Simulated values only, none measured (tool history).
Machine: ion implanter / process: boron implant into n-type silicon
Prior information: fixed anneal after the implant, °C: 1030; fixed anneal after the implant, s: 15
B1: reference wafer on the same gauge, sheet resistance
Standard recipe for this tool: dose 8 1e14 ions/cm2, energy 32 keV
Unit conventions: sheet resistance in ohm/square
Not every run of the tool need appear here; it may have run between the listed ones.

run 1 day=0 | dose=8 energy=32 | B1=129.99 | sheet_resistance=123.48
run 2 day=2.017 | dose=8 energy=32 | B1=130.01 | sheet_resistance=124.15
run 3 day=5.45 | dose=8 energy=32 | B1=129.92 | sheet_resistance=124.24
run 4 day=7.779 | dose=8 energy=32 | B1=130.07 | sheet_resistance=125
-- day=10.017 Faraday cup replaced and dose calibrated
run 5 day=19.867 | dose=8 energy=32 | B1=129.94 | sheet_resistance=127.68
run 6 day=21.638 | dose=8.91 energy=32 | B1=129.96 | sheet_resistance=116.57
run 7 day=23.892 | dose=8.91 energy=32 | B1=130.01 | sheet_resistance=117.43
run 8 day=27.075 | dose=8.91 energy=32 | B1=129.98 | sheet_resistance=117.26
run 9 day=29.983 | dose=8.97 energy=32 | B1=129.98 | sheet_resistance=116.89
run 10 day=32.475 | dose=8.97 energy=32 | B1=129.93 | sheet_resistance=116.91
run 11 day=36.192 | dose=8.97 energy=32 | B1=130.04 | sheet_resistance=116.98
-- day=38.871 gauge calibrated
run 12 day=40.062 | dose=8 energy=32 | B1=129.93 | sheet_resistance=128.7
-- day=41.05 Faraday cup replaced and dose calibrated, repeated, since the last time left the tool worse
run 13 day=46.462 | dose=8 energy=32 | B1=130.02 | sheet_resistance=121.87
run 14 day=48.867 | dose=8 energy=32 | B1=129.99 | sheet_resistance=122.06
run 15 day=51.179 | dose=6.13 energy=29.5 | B1=130.06 | sheet_resistance=153.1
run 16 day=53.592 | dose=8 energy=32 | B1=130.07 | sheet_resistance=122.34
-- day=55.346 extraction supply calibrated
run 17 day=57.7 | dose=7.07 energy=32 | B1=129.93 | sheet_resistance=135.28
run 18 day=60.258 | dose=8 energy=32 | B1=130.06 | sheet_resistance=122.27
run 19 day=63.792 | dose=10.34 energy=38.5 | B1=130.03 | sheet_resistance=97.87
run 20 day=69.046 | dose=9.13 energy=21 | B1=129.99 | sheet_resistance=112.29
run 21 day=72.862 | dose=8 energy=32 | B1=130.08 | sheet_resistance=122.31
run 22 day=75.442 | dose=8 energy=43 | B1=130 | sheet_resistance=119.15
run 23 day=77.475 | dose=8 energy=32 | B1=130.05 | sheet_resistance=123.67
run 24 day=80.608 | dose=8 energy=32 | B1=130 | sheet_resistance=122.45
run 25 day=82.358 | dose=8 energy=28 | B1=129.91 | sheet_resistance=123.8
run 26 day=86.029 | dose=9.13 energy=21 | B1=130.02 | sheet_resistance=113.63
run 27 day=89.471 | dose=8 energy=32 | B1=129.97 | sheet_resistance=123.79
run 28 day=92.442 | dose=6.25 energy=36.5 | B1=130.05 | sheet_resistance=149.01
run 29 day=96.042 | dose=9.37 energy=24.5 | B1=130.01 | sheet_resistance=111
run 30 day=97.896 | dose=8 energy=22 | B1=129.92 | sheet_resistance=127.85
run 31 day=99.433 | dose=8 energy=32 | B1=130.06 | sheet_resistance=124.57
run 32 day=101.554 | dose=7.23 energy=39 | B1=129.99 | sheet_resistance=132.56
run 33 day=104.708 | dose=8.68 energy=42.5 | B1=129.96 | sheet_resistance=113.83
run 34 day=108.096 | dose=8 energy=32 | B1=130.05 | sheet_resistance=124.53
run 35 day=112.138 | dose=10.18 energy=26.5 | B1=130.03 | sheet_resistance=104.01
run 36 day=116.496 | dose=5.95 energy=24 | B1=129.99 | sheet_resistance=166.9
-- day=118.117 Faraday cup replaced and dose calibrated
run 37 day=120.542 | dose=8 energy=32 | B1=129.9 | sheet_resistance=121.18

Some steps in sheet resistance, run to run, broken into two amounts with sign: the step expected even without the hidden condition (settings, incoming material, random variation), and the rest, left for the hidden condition together with whatever gauge scatter is not in both the measured and the hidden-condition-free result:
What the log doesn't record here: deviation of the true dose from the Faraday cup's reading, %; deviation of the true energy from its setpoint, %; gauge reads high (%).
Run 4 -> 5: Faraday cup replaced and dose calibrated. sheet resistance +2.68 ohm/square: hidden state +3.23, all else -0.55.
Run 12 -> 13: Faraday cup replaced and dose calibrated, repeated, since the last time left the tool worse. sheet resistance -6.83 ohm/square: hidden state -6.67, all else -0.16.
Run 28 -> 29: dose 6.25 -> 9.37, energy 36.5 -> 24.5. sheet resistance -38.01 ohm/square: hidden state -0.31, all else -37.7.
Run 35 -> 36: dose 10.18 -> 5.95, energy 26.5 -> 24. sheet resistance +62.89 ohm/square: hidden state +2.51, all else +60.38.
Run 36 -> 37: dose 5.95 -> 8, energy 24 -> 32, Faraday cup replaced and dose calibrated. sheet resistance -45.72 ohm/square: hidden state -6.49, all else -39.23.

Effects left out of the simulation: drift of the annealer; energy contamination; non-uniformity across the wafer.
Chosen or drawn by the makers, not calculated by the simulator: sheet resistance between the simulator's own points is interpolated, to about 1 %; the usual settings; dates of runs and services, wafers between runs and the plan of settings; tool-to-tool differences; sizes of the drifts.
